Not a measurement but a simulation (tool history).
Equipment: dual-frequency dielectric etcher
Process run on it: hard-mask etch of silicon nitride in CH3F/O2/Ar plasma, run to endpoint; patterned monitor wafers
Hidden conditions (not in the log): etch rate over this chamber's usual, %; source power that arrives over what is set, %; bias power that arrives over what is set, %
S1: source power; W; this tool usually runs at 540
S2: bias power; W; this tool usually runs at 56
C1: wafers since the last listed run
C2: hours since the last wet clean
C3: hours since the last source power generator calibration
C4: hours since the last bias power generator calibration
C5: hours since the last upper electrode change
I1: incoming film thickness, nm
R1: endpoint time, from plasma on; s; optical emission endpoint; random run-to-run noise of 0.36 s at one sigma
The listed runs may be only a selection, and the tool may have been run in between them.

run,day,S1,S2,C1,C2,C3,C4,C5,I1,R1
1,0,540,56,0,108.5,2233.5,2817.6,2939,31.59,40.6
2,2.946,540,56,921,179.2,2304.2,2888.3,3009.7,31.51,41.5
3,5.733,540,56,871,246.1,2371.1,2955.2,3076.6,31.32,41.9
4,7.95,540,62,693,299.3,2424.3,3008.4,3129.8,31.42,40
5,9.504,540,62,486,336.6,2461.6,3045.7,3167.1,31.41,40.6
6,12.425,540,56,913,406.7,2531.7,3115.8,3237.2,31.7,42.6
# day 13.433: bias power generator calibrated
7,15.333,540,56,857,476.5,2601.5,45.6,3307,31.35,42.5
# day 16.875: wet clean of the chamber
8,16.896,540,56,175,0.5,2639,83.1,3344.5,31.33,40.3
9,18.112,630,56,380,29.7,2668.2,112.3,3373.7,31.47,37.8
10,20.504,540,56,748,87.1,2725.6,169.7,3431.1,31.5,41
# day 20.883: source power generator calibrated
# day 22.992: upper electrode replaced
11,23.012,540,56,419,147.3,51.1,229.9,0.5,31.2,40.1
12,25.179,540,66,677,199.3,103.1,281.9,52.5,31.32,38.9
13,27.833,640,48,830,263,166.8,345.6,116.2,31.29,39.7
14,30.1,640,69,709,317.4,221.2,400,170.6,31.68,35.9
15,31.162,600,50,332,342.9,246.7,425.5,196.1,31.26,41.6
16,33.225,620,43,645,392.4,296.2,475,245.6,31.46,42.2
17,36.108,540,44,901,461.6,365.4,544.2,314.8,31.67,45.9
18,38.988,600,50,900,530.7,434.5,613.3,383.9,31.41,42.7
# day 40.025: wet clean of the chamber
19,40.138,600,56,46,2.7,462.1,640.9,411.5,31.51,38.6
20,41.154,500,62,318,27.1,486.5,665.3,435.9,31.6,40.1
21,42.9,540,52,546,69,528.4,707.2,477.8,31.45,41.8

Measured less the same run without the tool's hidden state. The same run-to-run variation is in both; the gauge's scatter may not be:
run,R1
1,+0.4
2,+0.7
3,+0.9
4,+1.1
5,+1.2
6,+1.6
7,+1.8
8,+0.1
9,+0.2
10,+0.4
11,+0.6
12,+0.8
13,+1
14,+1.1
15,+1.3
16,+1.5
17,+2
18,+2.1
19,-0.1
20,+0
21,+0.1
